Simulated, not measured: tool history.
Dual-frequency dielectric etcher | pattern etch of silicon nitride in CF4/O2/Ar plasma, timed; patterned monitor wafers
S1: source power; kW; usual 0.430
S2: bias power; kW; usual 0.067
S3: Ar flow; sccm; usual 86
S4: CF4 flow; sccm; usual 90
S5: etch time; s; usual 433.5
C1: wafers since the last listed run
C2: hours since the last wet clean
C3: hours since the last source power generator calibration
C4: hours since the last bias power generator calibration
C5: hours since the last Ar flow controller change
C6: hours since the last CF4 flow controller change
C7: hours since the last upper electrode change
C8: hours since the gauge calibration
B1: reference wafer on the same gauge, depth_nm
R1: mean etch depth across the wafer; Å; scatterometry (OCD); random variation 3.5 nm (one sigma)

run	day	S1	S2	S3	S4	S5	C1	C2	C3	C4	C5	C6	C7	C8	B1	R1
1	0.000	0.430	0.067	86	90	433.5	0	331.5	3602.4	3233.3	5421.9	1818.9	4778.1	185.4	647.6	7814
2	1.225	0.430	0.067	86	90	433.5	98	360.9	3631.8	3262.7	5451.3	1848.3	4807.5	214.8	646.1	7777
3	2.071	0.430	0.067	86	90	433.5	67	381.2	3652.1	3283.0	5471.6	1868.6	4827.8	235.1	644.0	7821
4	3.042	0.430	0.067	86	90	433.5	78	404.5	3675.4	3306.3	5494.9	1891.9	4851.1	258.4	646.3	7829
5	3.621	0.430	0.067	86	90	433.5	46	418.4	3689.3	3320.2	5508.8	1905.8	4865.0	272.3	644.8	7811
6	4.571	0.430	0.067	86	90	433.5	76	441.2	3712.1	3343.0	5531.6	1928.6	4887.8	295.1	644.3	7767
7	5.104	0.430	0.067	86	90	433.5	42	454.0	3724.9	3355.8	5544.4	1941.4	4900.6	307.9	644.2	7792
8	5.733	0.430	0.067	86	90	433.5	50	469.1	3740.0	3370.9	5559.5	1956.5	4915.7	323.0	642.3	7878
# day 6.700: bias power generator calibrated
# day 7.458: upper electrode replaced
9	7.479	0.430	0.067	86	90	433.5	66	511.0	3781.9	18.7	5601.4	1998.4	0.5	364.9	643.4	7752
10	7.662	0.530	0.067	86	90	314.0	14	515.4	3786.3	23.1	5605.8	2002.8	4.9	369.3	641.7	6739
# day 7.717: gauge calibrated
# day 8.850: wet clean of the chamber
11	8.900	0.430	0.052	86	77	433.5	19	1.2	3816.0	52.8	5635.5	2032.5	34.6	28.4	651.9	6973

Forecast run 12:
12	10.375	0.430	0.067	77	107	313.0	118	36.6	3851.4	88.2	5670.9	2067.9	70.0	63.8	?	?

{"run 12": {"B1": 650.3, "R1": 5893}}
Without the tool's hidden state the same run would have given R1 5913 Å.
